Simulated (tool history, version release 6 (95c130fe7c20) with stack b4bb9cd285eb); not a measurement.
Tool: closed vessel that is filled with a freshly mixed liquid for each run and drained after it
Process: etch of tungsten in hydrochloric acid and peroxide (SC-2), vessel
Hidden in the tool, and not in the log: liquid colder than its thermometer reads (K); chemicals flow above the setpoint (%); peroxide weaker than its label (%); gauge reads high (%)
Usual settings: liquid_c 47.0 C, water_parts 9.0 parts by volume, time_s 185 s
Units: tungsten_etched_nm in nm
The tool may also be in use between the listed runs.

run	hour	liquid_c	water_parts	time_s	wafers since the last listed run	hours since the thermometer was replaced	hours since the chemicals flow meter was replaced	hours since the drum of peroxide was connected	hours since the gauge calibration	read-back film thickness of the tungsten reference wafer, read on the same gauge (nm)	tungsten_etched_nm
1	0.0	47.0	6.0	185	0	611.9	957.2	43.0	1208.0	96.46	27.92
2	25.2	47.0	9.0	185	3128	637.1	982.4	68.2	1233.2	96.45	19.92
3	69.8	47.0	9.0	185	5536	681.7	1027.0	112.8	1277.8	96.39	20.02
4	94.9	47.0	9.0	185	3116	706.8	1052.1	137.9	1302.9	96.35	20.06
5	136.2	47.0	9.0	185	5127	748.1	1093.4	179.2	1344.2	96.33	19.99
6	166.7	47.0	9.0	185	3786	778.6	1123.9	209.7	1374.7	96.27	20.35
7	234.6	47.0	9.0	185	8429	846.5	1191.8	277.6	1442.6	96.23	20.03
8	276.7	47.0	9.0	185	5226	888.6	1233.9	319.7	1484.7	96.20	20.09
9	333.6	47.0	9.0	185	7063	945.5	1290.8	376.6	1541.6	96.14	20.27
10	358.3	43.5	9.0	185	3066	970.2	1315.5	401.3	1566.3	96.12	15.79
11	425.4	40.5	6.5	185	8330	1037.3	1382.6	468.4	1633.4	96.04	16.53
12	460.6	41.5	10.5	135	4369	1072.5	1417.8	503.6	1668.6	96.06	8.74
# hour 480.8: chemicals flow meter replaced
13	518.5	40.5	5.5	185	7063	1130.4	37.7	561.5	1726.5	96.03	18.71
14	581.5	47.0	9.0	245	7821	1193.4	100.7	624.5	1789.5	95.97	26.61
15	633.5	44.0	6.5	185	6455	1245.4	152.7	676.5	1841.5	95.98	21.27
16	664.3	47.0	9.0	230	3823	1276.2	183.5	707.3	1872.3	95.94	24.88
17	741.1	55.5	9.0	185	9534	1353.0	260.3	784.1	1949.1	95.92	35.04
18	771.7	47.0	9.0	185	3798	1383.6	290.9	814.7	1979.7	95.89	19.94
19	806.3	47.0	9.0	185	4295	1418.2	325.5	849.3	2014.3	95.87	19.99
# hour 827.2: new drum of peroxide connected
# hour 844.8: thermometer replaced
20	848.5	47.0	12.0	135	4990	3.7	367.7	21.3	2056.5	95.89	11.51
# hour 862.2: gauge calibrated
21	886.8	55.5	9.0	185	4754	42.0	406.0	59.6	24.6	99.49	36.55
22	945.1	52.5	9.0	85	7237	100.3	464.3	117.9	82.9	99.13	13.79
23	1003.9	53.0	12.0	185	7299	159.1	523.1	176.7	141.7	98.80	24.32
24	1033.8	54.5	5.0	285	3711	189.0	553.0	206.6	171.6	98.63	81.72
25	1066.0	53.0	9.0	185	3997	221.2	585.2	238.8	203.8	98.50	30.78
26	1130.9	52.0	9.0	245	8057	286.1	650.1	303.7	268.7	98.16	37.92
27	1157.3	47.0	9.0	185	3277	312.5	676.5	330.1	295.1	98.05	20.40
28	1190.0	50.5	5.5	220	4059	345.2	709.2	362.8	327.8	97.94	45.25
29	1230.1	47.0	9.0	185	4978	385.3	749.3	402.9	367.9	97.74	20.42

Hidden state or all else? Some run-to-run changes of tungsten_etched_nm, split into what the settings, what came in and random variation would give without the hidden state, and what is left for the hidden state (with any gauge scatter that isn't in both results):
Run 23 -> 24: liquid_c 53.0 -> 54.5, water_parts 12.0 -> 5.0, time_s 185 -> 285. tungsten_etched_nm +57.40 nm: hidden state -0.84, all else +58.24.
Run 24 -> 25: liquid_c 54.5 -> 53.0, water_parts 5.0 -> 9.0, time_s 285 -> 185. tungsten_etched_nm -50.94 nm: hidden state +0.66, all else -51.60.
